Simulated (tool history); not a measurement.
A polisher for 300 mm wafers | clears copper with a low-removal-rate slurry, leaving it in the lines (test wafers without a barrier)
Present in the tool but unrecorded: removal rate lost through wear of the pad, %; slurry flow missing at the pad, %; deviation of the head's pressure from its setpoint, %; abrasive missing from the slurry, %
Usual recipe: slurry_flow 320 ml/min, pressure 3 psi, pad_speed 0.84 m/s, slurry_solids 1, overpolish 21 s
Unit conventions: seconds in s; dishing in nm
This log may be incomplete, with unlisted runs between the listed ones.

| run | hour | slurry_flow | pressure | pad_speed | slurry_solids | overpolish | wafers since the last listed run | wafers polished on this pad | hours since the slurry nozzle was cleaned | hours since the head pressure was calibrated | hours since the slurry blender was calibrated | incoming thickness of the incoming film, nm | seconds | dishing |
|---|---|---|---|---|---|---|---|---|---|---|---|---|---|---|
| 1 | 0 | 320 | 3 | 0.84 | 1 | 21 | 0 | 566 | 15.8 | 362.5 | 393.2 | 201.3 | 99.8 | 30 |
| 2 | 16.4 | 320 | 2.7 | 0.84 | 1 | 21 | 154 | 720 | 32.2 | 378.9 | 409.6 | 205.7 | 114.8 | 27.5 |
|  | 19.6 | slurry blender recalibrated |
| 3 | 45.2 | 320 | 2.7 | 0.84 | 1 | 21 | 251 | 972 | 61 | 407.7 | 25.6 | 208.7 | 115.8 | 27.7 |
|  | 51.5 | head pressure recalibrated |
| 4 | 58.6 | 320 | 2.7 | 0.84 | 1 | 21 | 107 | 1079 | 74.4 | 7.1 | 39 | 205.9 | 102.4 | 30.9 |
| 5 | 72.2 | 320 | 3 | 0.84 | 1 | 21 | 127 | 1206 | 88 | 20.7 | 52.6 | 203.8 | 92.4 | 34.7 |
| 6 | 92.9 | 320 | 3 | 0.84 | 1.2 | 21 | 194 | 1401 | 108.7 | 41.4 | 73.3 | 205.1 | 95.1 | 35.1 |
| 7 | 128.4 | 400 | 3 | 0.58 | 1 | 21 | 333 | 1734 | 144.2 | 76.9 | 108.8 | 207.6 | 141.3 | 23.8 |
| 8 | 148.8 | 255 | 3.4 | 0.84 | 1 | 25 | 191 | 1926 | 164.6 | 97.3 | 129.2 | 201.2 | 84.8 | 43.7 |
| 9 | 166.9 | 320 | 3 | 0.84 | 1.25 | 21 | 169 | 2096 | 182.7 | 115.4 | 147.3 | 202 | 91.1 | 33.6 |
| 10 | 182.6 | 320 | 3 | 0.84 | 1 | 21 | 147 | 2243 | 198.4 | 131.1 | 163 | 203.2 | 101.4 | 31.3 |
|  | 203.5 | worn pad replaced by a new one |
| 11 | 210.8 | 360 | 3 | 0.66 | 0.8 | 21 | 227 | 68 | 226.6 | 159.3 | 191.2 | 204.6 | 129.8 | 24 |
| 12 | 226.6 | 320 | 2.7 | 0.84 | 1 | 21 | 148 | 217 | 242.4 | 175.1 | 207 | 205.2 | 110.4 | 28.9 |
| 13 | 245.7 | 375 | 2 | 0.62 | 0.85 | 21 | 179 | 396 | 261.5 | 194.2 | 226.1 | 205.3 | 203.8 | 15.5 |
| 14 | 262.7 | 320 | 3.8 | 0.76 | 1 | 21 | 159 | 556 | 278.5 | 211.2 | 243.1 | 204.2 | 88.5 | 36.3 |
| 15 | 275.4 | 320 | 3 | 0.96 | 1 | 27 | 119 | 675 | 291.2 | 223.9 | 255.8 | 206.4 | 89.8 | 43.4 |
| 16 | 303.6 | 290 | 2.5 | 0.62 | 0.75 | 21 | 264 | 940 | 319.4 | 252.1 | 284 | 204.6 | 172.7 | 19.2 |
| 17 | 330.9 | 320 | 3 | 0.84 | 0.75 | 25 | 256 | 1196 | 346.7 | 279.4 | 311.3 | 202.8 | 105.3 | 35 |
| 18 | 376.9 | 320 | 2.6 | 0.84 | 1 | 32 | 431 | 1628 | 392.7 | 325.4 | 357.3 | 205.2 | 119.5 | 39.9 |
| 19 | 406.2 | 320 | 3 | 0.84 | 1 | 10 | 275 | 1903 | 422 | 354.7 | 386.6 | 208.2 | 106.6 | 15.1 |
| 20 | 425.8 | 320 | 3 | 0.84 | 1 | 21 | 184 | 2087 | 441.6 | 374.3 | 406.2 | 208.7 | 104.5 | 31.1 |
|  | 445.3 | worn pad replaced by a new one |
| 21 | 449.1 | 360 | 3 | 0.84 | 0.85 | 21 | 181 | 35 | 464.9 | 397.6 | 429.5 | 208 | 109.1 | 31.3 |
| 22 | 465.3 | 430 | 3 | 0.84 | 1 | 30 | 152 | 187 | 481.1 | 413.8 | 445.7 | 204.7 | 101.8 | 43.4 |
|  | 480.1 | slurry blender recalibrated |
| 23 | 494.8 | 320 | 3 | 1.02 | 1 | 10 | 258 | 446 | 510.6 | 443.3 | 14.7 | 204.5 | 85.2 | 18.3 |
| 24 | 527.9 | 320 | 3 | 0.84 | 1.1 | 21 | 310 | 756 | 543.7 | 476.4 | 47.8 | 202.6 | 97.3 | 30 |
| 25 | 545.4 | 320 | 3 | 1.02 | 1 | 10 | 164 | 921 | 561.2 | 493.9 | 65.3 | 201.2 | 82.3 | 18.8 |
|  | 551.9 | head pressure recalibrated |
| 26 | 563.2 | 390 | 2.5 | 0.74 | 1 | 21 | 148 | 1069 | 579 | 11.3 | 83.1 | 207.3 | 128.5 | 27.1 |
| 27 | 584.9 | 230 | 3.8 | 0.76 | 1.25 | 21 | 203 | 1273 | 600.7 | 33 | 104.8 | 200.8 | 78.5 | 39.7 |
| 28 | 601.2 | 320 | 3 | 0.84 | 1.2 | 25 | 153 | 1426 | 617 | 49.3 | 121.1 | 202.6 | 89.8 | 41.3 |
| 29 | 616.2 | 395 | 3.9 | 0.94 | 1 | 21 | 140 | 1567 | 632 | 64.3 | 136.1 | 205.7 | 64.7 | 46.3 |

Measured less the same run without the tool's hidden state. The same run-to-run variation is in both; the gauge's scatter may not be:
| run | seconds | dishing |
|---|---|---|
| 1 | +10.8 | -3.4 |
| 2 | +12.6 | -3.2 |
| 3 | +12.9 | -3.3 |
| 4 | -0.4 | +0.2 |
| 5 | +0.5 | -0.2 |
| 6 | +1.8 | -0.6 |
| 7 | +5.5 | -1 |
| 8 | +4.1 | -2.1 |
| 9 | +5.2 | -1.9 |
| 10 | +6.3 | -2 |
| 11 | +9.2 | -1.8 |
| 12 | +8.3 | -2.3 |
| 13 | +16.3 | -1.3 |
| 14 | +7.4 | -3.1 |
| 15 | +7.8 | -3.7 |
| 16 | +15.8 | -1.8 |
| 17 | +10.1 | -3.4 |
| 18 | +12 | -4.1 |
| 19 | +11 | -1.7 |
| 20 | +11 | -3.5 |
| 21 | +11.6 | -3.6 |
| 22 | +10.9 | -4.8 |
| 23 | +9.3 | -2.2 |
| 24 | +10.7 | -3.5 |
| 25 | +9.2 | -2.3 |
| 26 | -0.4 | +0 |
| 27 | +1 | -0.5 |
| 28 | +1.9 | -0.9 |
| 29 | +2 | -1.3 |
